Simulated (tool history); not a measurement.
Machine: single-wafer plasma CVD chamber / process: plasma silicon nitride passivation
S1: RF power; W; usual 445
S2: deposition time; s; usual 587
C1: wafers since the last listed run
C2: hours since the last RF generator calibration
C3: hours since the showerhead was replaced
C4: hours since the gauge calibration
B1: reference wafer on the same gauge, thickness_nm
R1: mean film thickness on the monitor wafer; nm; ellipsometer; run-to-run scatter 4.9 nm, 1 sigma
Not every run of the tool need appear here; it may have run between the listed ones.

| run | hour | S1 | S2 | C1 | C2 | C3 | C4 | B1 | R1 |
|---|---|---|---|---|---|---|---|---|---|
| 1 | 0.0 | 445 | 513 | 0 | 1144.8 | 4759.8 | 188.1 | 966.095 | 712.827 |
| 2 | 17.0 | 445 | 513 | 48 | 1161.8 | 4776.8 | 205.1 | 964.952 | 716.341 |
| 3 | 32.6 | 445 | 587 | 44 | 1177.4 | 4792.4 | 220.7 | 962.679 | 823.496 |
| 4 | 49.0 | 445 | 587 | 46 | 1193.8 | 4808.8 | 237.1 | 964.638 | 830.075 |
| 5 | 61.1 | 445 | 587 | 34 | 1205.9 | 4820.9 | 249.2 | 965.590 | 818.050 |
| 6 | 68.3 | 445 | 587 | 20 | 1213.1 | 4828.1 | 256.4 | 965.482 | 814.765 |
| 7 | 77.4 | 445 | 611 | 26 | 1222.2 | 4837.2 | 265.5 | 965.099 | 854.439 |
| 8 | 86.0 | 445 | 611 | 24 | 1230.8 | 4845.8 | 274.1 | 964.994 | 855.510 |
| 9 | 98.3 | 445 | 501 | 35 | 1243.1 | 4858.1 | 286.4 | 963.233 | 702.079 |
| 10 | 124.1 | 445 | 653 | 73 | 1268.9 | 4883.9 | 312.2 | 966.188 | 911.779 |
| 11 | 138.5 | 445 | 653 | 41 | 1283.3 | 4898.3 | 326.6 | 966.394 | 911.440 |
| 12 | 145.4 | 445 | 587 | 19 | 1290.2 | 4905.2 | 333.5 | 960.997 | 828.230 |
| 13 | 162.2 | 445 | 587 | 48 | 1307.0 | 4922.0 | 350.3 | 965.675 | 826.168 |
| 14 | 169.1 | 445 | 554 | 19 | 1313.9 | 4928.9 | 357.2 | 965.721 | 770.666 |
| 15 | 184.3 | 445 | 554 | 43 | 1329.1 | 4944.1 | 372.4 | 965.119 | 783.936 |
| 16 | 197.1 | 445 | 554 | 36 | 1341.9 | 4956.9 | 385.2 | 967.431 | 769.475 |
| 17 | 208.4 | 445 | 587 | 32 | 1353.2 | 4968.2 | 396.5 | 962.888 | 823.065 |
| 18 | 218.2 | 445 | 587 | 28 | 1363.0 | 4978.0 | 406.3 | 963.683 | 822.189 |
|  | 218.4 | gauge calibrated |
| 19 | 228.2 | 445 | 587 | 28 | 1373.0 | 4988.0 | 9.8 | 966.443 | 828.695 |
| 20 | 240.4 | 445 | 587 | 34 | 1385.2 | 5000.2 | 22.0 | 966.638 | 828.260 |
| 21 | 254.0 | 510 | 551 | 38 | 1398.8 | 5013.8 | 35.6 | 962.397 | 800.437 |
| 22 | 261.6 | 360 | 622 | 21 | 1406.4 | 5021.4 | 43.2 | 962.297 | 839.463 |
| 23 | 301.1 | 525 | 639 | 113 | 1445.9 | 5060.9 | 82.7 | 966.124 | 921.072 |
| 24 | 312.3 | 520 | 647 | 32 | 1457.1 | 5072.1 | 93.9 | 965.321 | 930.044 |
| 25 | 347.2 | 445 | 505 | 100 | 1492.0 | 5107.0 | 128.8 | 967.365 | 706.093 |
| 26 | 355.9 | 485 | 502 | 24 | 1500.7 | 5115.7 | 137.5 | 968.786 | 721.420 |
|  | 367.7 | showerhead replaced |
|  | 374.8 | RF generator calibrated |
| 27 | 375.3 | 475 | 618 | 12 | 0.5 | 7.6 | 156.9 | 964.759 | 874.576 |
| 28 | 382.7 | 445 | 587 | 21 | 7.9 | 15.0 | 164.3 | 965.800 | 815.552 |
| 29 | 392.7 | 445 | 587 | 28 | 17.9 | 25.0 | 174.3 | 966.734 | 820.877 |
| 30 | 398.9 | 445 | 587 | 17 | 24.1 | 31.2 | 180.5 | 960.727 | 825.388 |
| 31 | 415.2 | 445 | 587 | 46 | 40.4 | 47.5 | 196.8 | 964.314 | 818.943 |
| 32 | 430.1 | 395 | 475 | 42 | 55.3 | 62.4 | 211.7 | 965.130 | 653.294 |

The next listed run, before its measurement:
| 33 | 444.6 | 500 | 500 | 41 | 69.8 | 76.9 | 226.2 | ? | ? |

{"run 33": {"B1": 962.4, "R1": 716.716}}
Without the tool's hidden state the same run would have given R1 716.716 nm.
